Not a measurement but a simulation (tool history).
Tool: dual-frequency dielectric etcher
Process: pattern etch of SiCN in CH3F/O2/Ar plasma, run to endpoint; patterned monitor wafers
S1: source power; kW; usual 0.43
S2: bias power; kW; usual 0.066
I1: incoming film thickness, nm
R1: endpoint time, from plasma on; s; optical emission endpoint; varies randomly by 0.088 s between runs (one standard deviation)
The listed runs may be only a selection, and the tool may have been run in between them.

run,hour,S1,S2,I1,R1
1,0,0.43,0.066,11,27.2
2,100.8,0.43,0.066,10.97,27.1
# hour 139.9: wet clean of the chamber
3,151.6,0.43,0.066,11.01,27.2
4,255.7,0.43,0.073,11.05,26.4
5,363,0.43,0.073,11.02,26.3
6,451.7,0.43,0.066,11.05,27.4
7,509.9,0.43,0.066,11.06,27.4
8,582.3,0.43,0.066,11.02,27.5
9,620.6,0.43,0.066,11.1,27.6
10,719.4,0.43,0.066,11.05,27.5
# hour 744.4: wet clean of the chamber
11,805.1,0.43,0.066,11.09,27.5
# hour 856.9: bias power generator calibrated
12,908.6,0.5,0.066,11.19,25.8
13,1008.8,0.39,0.066,10.97,28.1
# hour 1077.7: upper electrode replaced
14,1105,0.39,0.066,10.99,28.4
# hour 1380.5: wet clean of the chamber
15,1381.4,0.39,0.066,11.1,28.6
# hour 1422.7: source power generator calibrated
16,1426.7,0.43,0.066,11.01,27.1
17,1477.2,0.43,0.066,11.1,27.3
18,1564.5,0.43,0.066,10.98,27.1
19,1631.2,0.43,0.066,11.02,27.1
20,1729,0.47,0.072,11.09,25.4
21,1810.4,0.48,0.051,11.1,28.5
22,1849.1,0.52,0.072,10.96,24.2
23,1896.5,0.36,0.057,11.01,31
# hour 1944.6: wet clean of the chamber
24,1984.3,0.49,0.077,11.05,24.4
25,2067.5,0.53,0.056,11.07,26.3
26,2155.6,0.47,0.075,10.96,24.8
27,2214.7,0.43,0.08,10.96,25.4
28,2302.1,0.38,0.066,10.9,28.4
29,2392.2,0.46,0.057,11.08,28.1
30,2476.1,0.43,0.066,11.09,27.5
# hour 2561.3: wet clean of the chamber
31,2561.8,0.46,0.059,11.02,27.6
32,2633.9,0.43,0.079,10.93,25.4
33,2679.3,0.38,0.058,10.95,30
34,2734,0.43,0.066,11,27.2

Forecast each of these 5 alternatives for the next run:
A,2734.4,0.35,0.066,10.97,?
B,2734.4,0.35,0.072,10.97,?
C,2734.4,0.43,0.051,10.97,?
D,2734.4,0.33,0.059,10.97,?
E,2734.4,0.49,0.051,10.97,?

run,R1
A,29.6
B,28.6
C,29.5
D,31.6
E,27.9
Without the tool's unlogged condition, the same runs would have read:
run,R1
A,29.4
B,28.5
C,29.4
D,31.4
E,27.7
